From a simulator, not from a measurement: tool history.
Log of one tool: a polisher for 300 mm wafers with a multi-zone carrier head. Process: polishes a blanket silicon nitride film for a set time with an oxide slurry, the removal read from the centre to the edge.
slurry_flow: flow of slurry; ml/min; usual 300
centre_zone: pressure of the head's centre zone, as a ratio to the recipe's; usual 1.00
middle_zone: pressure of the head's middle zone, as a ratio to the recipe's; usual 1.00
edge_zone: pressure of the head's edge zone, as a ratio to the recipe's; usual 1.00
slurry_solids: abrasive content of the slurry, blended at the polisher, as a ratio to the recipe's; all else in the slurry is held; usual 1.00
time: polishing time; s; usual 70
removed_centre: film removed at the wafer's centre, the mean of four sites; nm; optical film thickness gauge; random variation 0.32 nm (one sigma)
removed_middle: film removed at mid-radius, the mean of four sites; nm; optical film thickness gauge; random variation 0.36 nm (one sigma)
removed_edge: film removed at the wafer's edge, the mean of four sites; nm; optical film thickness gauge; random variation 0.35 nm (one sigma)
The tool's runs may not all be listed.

run	hour	slurry_flow	centre_zone	middle_zone	edge_zone	slurry_solids	time	incoming thickness of the incoming film, nm	removed_centre	removed_middle	removed_edge
1	0.0	300	1.00	1.00	0.91	1.20	70	298.4	45.7	46.0	42.7
2	9.1	300	1.00	1.00	1.00	1.00	58	302.0	32.9	34.0	33.3
# hour 23.3: worn pad replaced by a new one
3	25.2	300	1.00	1.00	1.00	1.00	58	300.0	34.9	35.7	34.7
# hour 33.8: edge zone pressure recalibrated
4	34.4	300	1.07	1.00	1.09	1.00	70	304.6	44.3	42.8	43.6
# hour 40.2: centre zone pressure recalibrated
# hour 43.5: carrier head's membrane replaced by a new one
5	47.9	300	1.00	1.00	1.00	1.00	70	299.0	41.2	42.1	41.1
6	62.8	300	1.07	1.03	1.00	1.00	70	304.8	43.7	43.6	40.8
7	75.2	300	0.94	1.00	1.00	0.85	46	297.0	21.5	23.5	22.7
8	89.7	300	1.00	1.07	1.00	1.00	57	294.2	32.7	35.3	32.5
9	108.1	300	1.00	1.00	1.00	1.00	70	300.2	38.7	40.4	38.8
# hour 113.2: worn pad replaced by a new one
10	117.5	300	1.00	1.00	1.00	1.00	93	304.2	54.7	56.4	54.7
11	130.4	300	1.00	1.00	1.00	1.00	70	301.3	41.0	41.9	40.6
12	137.6	300	1.00	1.00	1.00	1.00	70	298.7	40.1	41.7	40.4
13	146.0	300	1.00	1.00	1.00	0.80	70	296.1	32.4	33.8	32.8
14	157.1	300	1.00	0.90	1.00	1.00	62	303.2	35.1	33.3	35.0
15	163.4	300	1.00	1.00	1.07	0.85	70	303.1	33.9	35.5	35.5
16	176.9	300	1.00	0.91	1.00	1.30	70	293.7	45.3	43.6	45.8
17	186.2	300	1.00	1.00	1.00	1.00	70	303.9	38.8	39.1	38.3
# hour 191.6: worn pad replaced by a new one
18	201.1	350	1.09	1.12	1.00	0.85	70	300.7	39.3	41.2	35.9
19	215.4	300	1.00	1.04	1.09	1.30	93	306.4	64.4	69.0	66.5
20	227.0	300	1.00	1.00	0.90	1.00	70	301.7	40.1	41.8	38.6

The next listed run, before its measurement:
21	243.5	225	1.00	1.00	1.00	1.00	56	297.9	?	?	?

{"run 21": {"removed_centre": 31.0, "removed_middle": 32.1, "removed_edge": 30.9}}
Without the tool's hidden state the same run would have given removed_centre 33.2 nm, removed_middle 34.3 nm, removed_edge 32.8 nm.

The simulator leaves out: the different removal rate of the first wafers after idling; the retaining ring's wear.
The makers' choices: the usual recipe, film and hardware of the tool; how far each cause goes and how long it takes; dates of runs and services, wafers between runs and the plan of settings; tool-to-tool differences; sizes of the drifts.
